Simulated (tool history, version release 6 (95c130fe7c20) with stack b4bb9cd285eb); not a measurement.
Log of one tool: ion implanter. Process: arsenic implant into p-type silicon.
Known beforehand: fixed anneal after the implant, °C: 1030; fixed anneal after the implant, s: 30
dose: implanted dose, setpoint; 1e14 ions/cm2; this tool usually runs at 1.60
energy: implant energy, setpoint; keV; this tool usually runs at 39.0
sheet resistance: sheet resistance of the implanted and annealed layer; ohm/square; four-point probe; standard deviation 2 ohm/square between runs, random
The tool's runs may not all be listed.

| run | hour | dose | energy | read-back reference wafer on the same gauge, sheet resistance | sheet resistance |
|---|---|---|---|---|---|
| 1 | 0.0 | 1.24 | 39.0 | 381.45 | 499.20 |
| 2 | 45.8 | 1.24 | 39.0 | 381.12 | 499.07 |
| 3 | 76.9 | 1.60 | 47.5 | 381.16 | 405.68 |
| 4 | 105.3 | 1.60 | 47.5 | 382.28 | 400.35 |
| 5 | 132.6 | 1.35 | 39.0 | 381.80 | 467.24 |
| 6 | 176.5 | 1.45 | 39.0 | 381.97 | 446.51 |
| 7 | 214.0 | 1.60 | 39.0 | 381.80 | 415.41 |
| 8 | 245.5 | 1.60 | 39.0 | 381.51 | 409.40 |
| 9 | 269.7 | 1.60 | 34.5 | 381.59 | 425.22 |
| 10 | 324.5 | 1.60 | 34.5 | 382.25 | 421.07 |
|  | 368.5 | Faraday cup replaced and dose calibrated |
| 11 | 397.7 | 1.60 | 34.5 | 381.84 | 433.07 |
| 12 | 460.1 | 1.60 | 39.0 | 382.18 | 419.25 |
| 13 | 518.9 | 1.60 | 39.0 | 382.37 | 422.62 |
| 14 | 573.5 | 1.60 | 39.0 | 382.13 | 418.40 |
| 15 | 622.7 | 1.60 | 39.0 | 381.76 | 422.17 |
| 16 | 647.1 | 1.60 | 39.0 | 382.40 | 419.00 |
| 17 | 684.6 | 1.80 | 28.0 | 381.83 | 402.41 |
| 18 | 736.2 | 1.60 | 39.0 | 382.06 | 417.80 |
| 19 | 790.7 | 1.60 | 39.0 | 381.94 | 417.71 |

For run 20, what comes out?
| 20 | 853.0 | 1.42 | 51.5 | ? | ? |

{"run 20": {"read-back reference wafer on the same gauge, sheet resistance": 382.52, "sheet resistance": 432.93}}
The same run, on a tool lacking any hidden state, would have yielded sheet resistance 442.03 ohm/square.
